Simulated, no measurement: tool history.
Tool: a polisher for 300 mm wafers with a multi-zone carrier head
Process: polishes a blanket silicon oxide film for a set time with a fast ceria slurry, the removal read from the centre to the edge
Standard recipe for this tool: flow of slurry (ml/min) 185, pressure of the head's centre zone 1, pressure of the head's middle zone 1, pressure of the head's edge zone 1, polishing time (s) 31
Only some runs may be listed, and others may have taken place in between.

run,hour,flow of slurry (ml/min),pressure of the head's centre zone,pressure of the head's middle zone,pressure of the head's edge zone,polishing time (s),"incoming thickness of the incoming film, nm",film removed at the wafer's centre (angstrom),film removed at mid-radius (angstrom),film removed at the wafer's edge (angstrom)
1,0,185,1,1,1,31,1866.8,5162,4761,4620
2,17.6,185,1,1,1,31,1890.7,5128,4738,4699
# hour 19.1: slurry nozzle cleaned
# hour 25.4: worn pad replaced by a new one
3,33.4,185,1,1,1.05,31,1889,5397,4873,4994
4,49,135,0.95,0.91,1.1,31,1900.3,4929,4430,4890
5,65,185,1,0.97,1,31,1924.7,5318,4741,4793
6,82.5,185,1,1,1,31,1878.3,5390,4944,4844
# hour 89.6: centre zone pressure recalibrated
7,93.6,185,1,1,1,31,1893.4,4841,4964,4796
8,105.6,185,1.04,1,1,36,1882.3,5860,5694,5519
9,117.4,185,1.03,1,1.09,31,1929.5,4931,4892,5041
# hour 127.4: worn pad replaced by a new one
10,127.9,120,1,1,1,31,1910,4522,4700,4743
11,141.5,225,1,1,1.09,31,1888.9,4970,4969,5129
# hour 148.3: carrier head's membrane replaced by a new one
12,148.8,185,1,0.9,1,41,1885.9,6421,5886,6287
13,164.8,185,0.88,1.06,0.96,39,1881.9,5403,6599,5888
14,181.5,235,1,1.05,0.94,31,1911.3,5075,5254,4765
15,199.4,185,0.9,1.08,1,31,1915.2,4317,5328,4850
# hour 216.7: worn pad replaced by a new one
16,217.2,155,1.04,1,1,31,1878.3,4959,4868,4627
17,230.5,185,1.08,1,1,35,1862,5967,5520,5586
18,247.3,200,1.08,1,1,31,1879.5,5379,4920,4785
19,268.8,140,1,1,1.05,39,1855.2,5855,5979,5878
20,282.8,185,1.04,1,1.09,31,1888.8,4991,4881,5004
21,292.4,185,1,1,1,31,1887.2,4786,4906,4613
22,304.6,185,1,1,0.93,31,1890.9,4793,4841,4507
23,315.3,185,1,1,1,31,1882.4,4818,4902,4788

3 ways to go on from here, each from the tool as it stands after run 23. What would each give?
A,315.7,185,1,1,1,42,1874.9,?,?,?
B,315.7,185,0.96,1,1,31,1874.9,?,?,?
C,315.7,185,0.93,1,1,31,1874.9,?,?,?

run,film removed at the wafer's centre (angstrom),film removed at mid-radius (angstrom),film removed at the wafer's edge (angstrom)
A,6584,6518,6611
B,4664,4812,4879
C,4517,4813,4879
Without the tool's hidden state the same runs would have given:
run,film removed at the wafer's centre (angstrom),film removed at mid-radius (angstrom),film removed at the wafer's edge (angstrom)
A,6683,6737,6771
B,4734,4973,4997
C,4585,4974,4997
